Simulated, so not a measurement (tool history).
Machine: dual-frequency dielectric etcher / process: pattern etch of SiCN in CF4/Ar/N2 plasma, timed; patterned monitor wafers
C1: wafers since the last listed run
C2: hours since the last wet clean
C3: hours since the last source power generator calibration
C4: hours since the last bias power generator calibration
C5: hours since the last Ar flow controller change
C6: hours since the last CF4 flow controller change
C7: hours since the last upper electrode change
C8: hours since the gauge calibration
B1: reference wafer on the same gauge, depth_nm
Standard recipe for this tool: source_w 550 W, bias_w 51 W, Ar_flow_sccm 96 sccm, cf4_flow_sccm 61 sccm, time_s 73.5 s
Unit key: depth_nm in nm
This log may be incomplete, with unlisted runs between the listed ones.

run 1 hour=0 | source_w=550 bias_w=51 Ar_flow_sccm=113 cf4_flow_sccm=68 time_s=73.5 | C1=0 C2=586 C3=4414.6 C4=5381.9 C5=1417.7 C6=0.5 C7=4458.1 C8=55.1 | B1=85 | depth_nm=73.4
run 2 hour=9.3 | source_w=550 bias_w=51 Ar_flow_sccm=96 cf4_flow_sccm=61 time_s=73.5 | C1=126 C2=595.3 C3=4423.9 C4=5391.2 C5=1427 C6=9.8 C7=4467.4 C8=64.4 | B1=84.9 | depth_nm=75.4
-- hour=37.7 upper electrode replaced
run 3 hour=38.2 | source_w=550 bias_w=51 Ar_flow_sccm=96 cf4_flow_sccm=61 time_s=73.5 | C1=66 C2=624.2 C3=4452.8 C4=5420.1 C5=1455.9 C6=38.7 C7=0.5 C8=93.3 | B1=85 | depth_nm=75.3
run 4 hour=38.5 | source_w=550 bias_w=51 Ar_flow_sccm=113 cf4_flow_sccm=68 time_s=73.5 | C1=4 C2=624.5 C3=4453.1 C4=5420.4 C5=1456.2 C6=39 C7=0.8 C8=93.6 | B1=84.8 | depth_nm=74
run 5 hour=38.8 | source_w=550 bias_w=51 Ar_flow_sccm=73 cf4_flow_sccm=65 time_s=73.5 | C1=4 C2=624.8 C3=4453.4 C4=5420.7 C5=1456.5 C6=39.3 C7=1.1 C8=93.9 | B1=85 | depth_nm=79.1
-- hour=66.2 wet clean of the chamber
-- hour=69.2 Ar flow controller replaced
run 6 hour=69.7 | source_w=550 bias_w=51 Ar_flow_sccm=96 cf4_flow_sccm=61 time_s=86 | C1=52 C2=3.5 C3=4484.3 C4=5451.6 C5=0.5 C6=70.2 C7=32 C8=124.8 | B1=85.2 | depth_nm=83.8
run 7 hour=70 | source_w=550 bias_w=61 Ar_flow_sccm=86 cf4_flow_sccm=61 time_s=73.5 | C1=4 C2=3.8 C3=4484.6 C4=5451.9 C5=0.8 C6=70.5 C7=32.3 C8=125.1 | B1=85.1 | depth_nm=77.3
run 8 hour=77.3 | source_w=550 bias_w=51 Ar_flow_sccm=96 cf4_flow_sccm=61 time_s=57 | C1=99 C2=11.1 C3=4491.9 C4=5459.2 C5=8.1 C6=77.8 C7=39.6 C8=132.4 | B1=85 | depth_nm=56
run 9 hour=93 | source_w=550 bias_w=44 Ar_flow_sccm=82 cf4_flow_sccm=61 time_s=73.5 | C1=212 C2=26.8 C3=4507.6 C4=5474.9 C5=23.8 C6=93.5 C7=55.3 C8=148.1 | B1=84.9 | depth_nm=71.5
-- hour=138.1 source power generator calibrated
-- hour=145.8 bias power generator calibrated
run 10 hour=146.3 | source_w=550 bias_w=51 Ar_flow_sccm=76 cf4_flow_sccm=56 time_s=73.5 | C1=614 C2=80.1 C3=8.2 C4=0.5 C5=77.1 C6=146.8 C7=108.6 C8=201.4 | B1=85.1 | depth_nm=73.4
run 11 hour=157.6 | source_w=490 bias_w=51 Ar_flow_sccm=96 cf4_flow_sccm=61 time_s=73.5 | C1=153 C2=91.4 C3=19.5 C4=11.8 C5=88.4 C6=158.1 C7=119.9 C8=212.7 | B1=85.1 | depth_nm=66.3
run 12 hour=169.3 | source_w=550 bias_w=51 Ar_flow_sccm=96 cf4_flow_sccm=61 time_s=73.5 | C1=158 C2=103.1 C3=31.2 C4=23.5 C5=100.1 C6=169.8 C7=131.6 C8=224.4 | B1=85 | depth_nm=72.9
run 13 hour=184.1 | source_w=550 bias_w=51 Ar_flow_sccm=113 cf4_flow_sccm=68 time_s=73.5 | C1=200 C2=117.9 C3=46 C4=38.3 C5=114.9 C6=184.6 C7=146.4 C8=239.2 | B1=84.9 | depth_nm=71.9
run 14 hour=209.1 | source_w=550 bias_w=51 Ar_flow_sccm=96 cf4_flow_sccm=61 time_s=73.5 | C1=339 C2=142.9 C3=71 C4=63.3 C5=139.9 C6=209.6 C7=171.4 C8=264.2 | B1=84.9 | depth_nm=72.8
run 15 hour=224.1 | source_w=550 bias_w=51 Ar_flow_sccm=110 cf4_flow_sccm=61 time_s=73.5 | C1=203 C2=157.9 C3=86 C4=78.3 C5=154.9 C6=224.6 C7=186.4 C8=279.2 | B1=84.9 | depth_nm=70.8
run 16 hour=234.9 | source_w=550 bias_w=51 Ar_flow_sccm=116 cf4_flow_sccm=50 time_s=73.5 | C1=146 C2=168.7 C3=96.8 C4=89.1 C5=165.7 C6=235.4 C7=197.2 C8=290 | B1=85 | depth_nm=67.6
run 17 hour=249.1 | source_w=550 bias_w=60 Ar_flow_sccm=96 cf4_flow_sccm=61 time_s=73.5 | C1=192 C2=182.9 C3=111 C4=103.3 C5=179.9 C6=249.6 C7=211.4 C8=304.2 | B1=85.1 | depth_nm=75.3
run 18 hour=266.1 | source_w=550 bias_w=51 Ar_flow_sccm=96 cf4_flow_sccm=61 time_s=73.5 | C1=230 C2=199.9 C3=128 C4=120.3 C5=196.9 C6=266.6 C7=228.4 C8=321.2 | B1=85.1 | depth_nm=72.6
run 19 hour=275 | source_w=550 bias_w=51 Ar_flow_sccm=96 cf4_flow_sccm=61 time_s=73.5 | C1=120 C2=208.8 C3=136.9 C4=129.2 C5=205.8 C6=275.5 C7=237.3 C8=330.1 | B1=85 | depth_nm=72.3
run 20 hour=292.8 | source_w=690 bias_w=51 Ar_flow_sccm=96 cf4_flow_sccm=61 time_s=73.5 | C1=241 C2=226.6 C3=154.7 C4=147 C5=223.6 C6=293.3 C7=255.1 C8=347.9 | B1=85.1 | depth_nm=88.2
run 21 hour=310.8 | source_w=550 bias_w=56 Ar_flow_sccm=96 cf4_flow_sccm=52 time_s=73.5 | C1=244 C2=244.6 C3=172.7 C4=165 C5=241.6 C6=311.3 C7=273.1 C8=365.9 | B1=84.8 | depth_nm=72.8

For each run, what was the tool's unlogged condition?
source power that arrives over what is set, %: 0 in every run
bias power that arrives over what is set, %: 0 in every run
Ar flow that arrives over what is set, %: 0 in every run
CF4 flow that arrives over what is set, %: 0 in every run
gauge reads high (%): 0 in every run
H1: etch rate over this chamber's usual, %
run=1 H1=4.46
run=2 H1=4.52
run=3 H1=4.71
run=4 H1=4.71
run=5 H1=4.71
run=6 H1=0.139
run=7 H1=0.141
run=8 H1=0.188
run=9 H1=0.289
run=10 H1=0.634
run=11 H1=0.707
run=12 H1=0.782
run=13 H1=0.878
run=14 H1=1.04
run=15 H1=1.14
run=16 H1=1.21
run=17 H1=1.3
run=18 H1=1.41
run=19 H1=1.47
run=20 H1=1.58
run=21 H1=1.7
